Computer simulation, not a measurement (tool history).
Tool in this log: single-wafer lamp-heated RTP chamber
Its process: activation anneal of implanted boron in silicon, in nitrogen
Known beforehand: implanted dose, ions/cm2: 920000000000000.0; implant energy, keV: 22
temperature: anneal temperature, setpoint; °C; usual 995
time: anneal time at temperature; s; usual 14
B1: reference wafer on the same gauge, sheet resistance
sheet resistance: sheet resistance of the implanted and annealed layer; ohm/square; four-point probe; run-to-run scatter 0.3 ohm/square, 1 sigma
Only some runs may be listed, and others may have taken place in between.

run 1 hour=0.0 | temperature=995 time=14 | B1=142.09 | sheet_resistance=129.70
run 2 hour=6.7 | temperature=995 time=14 | B1=142.10 | sheet_resistance=129.47
run 3 hour=58.1 | temperature=1003 time=14 | B1=141.99 | sheet_resistance=128.18
run 4 hour=67.5 | temperature=1002 time=14 | B1=142.01 | sheet_resistance=127.78
run 5 hour=85.4 | temperature=1014 time=14 | B1=141.93 | sheet_resistance=126.63
run 6 hour=96.1 | temperature=1014 time=14 | B1=142.05 | sheet_resistance=126.67
-- hour=103.2 gauge calibrated
run 7 hour=112.0 | temperature=1014 time=14 | B1=142.00 | sheet_resistance=127.06
run 8 hour=125.8 | temperature=995 time=14 | B1=142.07 | sheet_resistance=128.55
run 9 hour=138.7 | temperature=995 time=14 | B1=142.00 | sheet_resistance=128.37
-- hour=153.5 pyrometer window cleaned and pyrometer calibrated
run 10 hour=154.0 | temperature=995 time=11 | B1=141.87 | sheet_resistance=131.86
run 11 hour=157.3 | temperature=980 time=14 | B1=141.97 | sheet_resistance=137.61
run 12 hour=174.1 | temperature=1017 time=11 | B1=141.85 | sheet_resistance=126.85
-- hour=200.2 reflector plate cleaned
run 13 hour=200.7 | temperature=978 time=8 | B1=142.05 | sheet_resistance=143.92
run 14 hour=205.9 | temperature=1015 time=7 | B1=142.14 | sheet_resistance=128.21
run 15 hour=218.7 | temperature=1017 time=22 | B1=141.99 | sheet_resistance=126.65
run 16 hour=225.1 | temperature=995 time=14 | B1=141.99 | sheet_resistance=131.58
run 17 hour=241.0 | temperature=995 time=14 | B1=142.03 | sheet_resistance=131.02
run 18 hour=252.3 | temperature=1012 time=20 | B1=142.00 | sheet_resistance=126.98

What if the next run were any one of these 4? Each begins from the tool's condition after run 18:
run A hour=252.7 | temperature=995 time=14 | B1=? | sheet_resistance=?
run B hour=252.7 | temperature=975 time=22 | B1=? | sheet_resistance=?
run C hour=252.7 | temperature=1023 time=10 | B1=? | sheet_resistance=?
run D hour=252.7 | temperature=1003 time=10 | B1=? | sheet_resistance=?

run=A B1=141.98 sheet_resistance=130.37
run=B B1=141.98 sheet_resistance=136.84
run=C B1=141.98 sheet_resistance=126.68
run=D B1=141.98 sheet_resistance=129.23
With no hidden state in the tool, these same runs would have given:
run=A sheet_resistance=133.74
run=B sheet_resistance=143.55
run=C sheet_resistance=127.62
run=D sheet_resistance=131.76
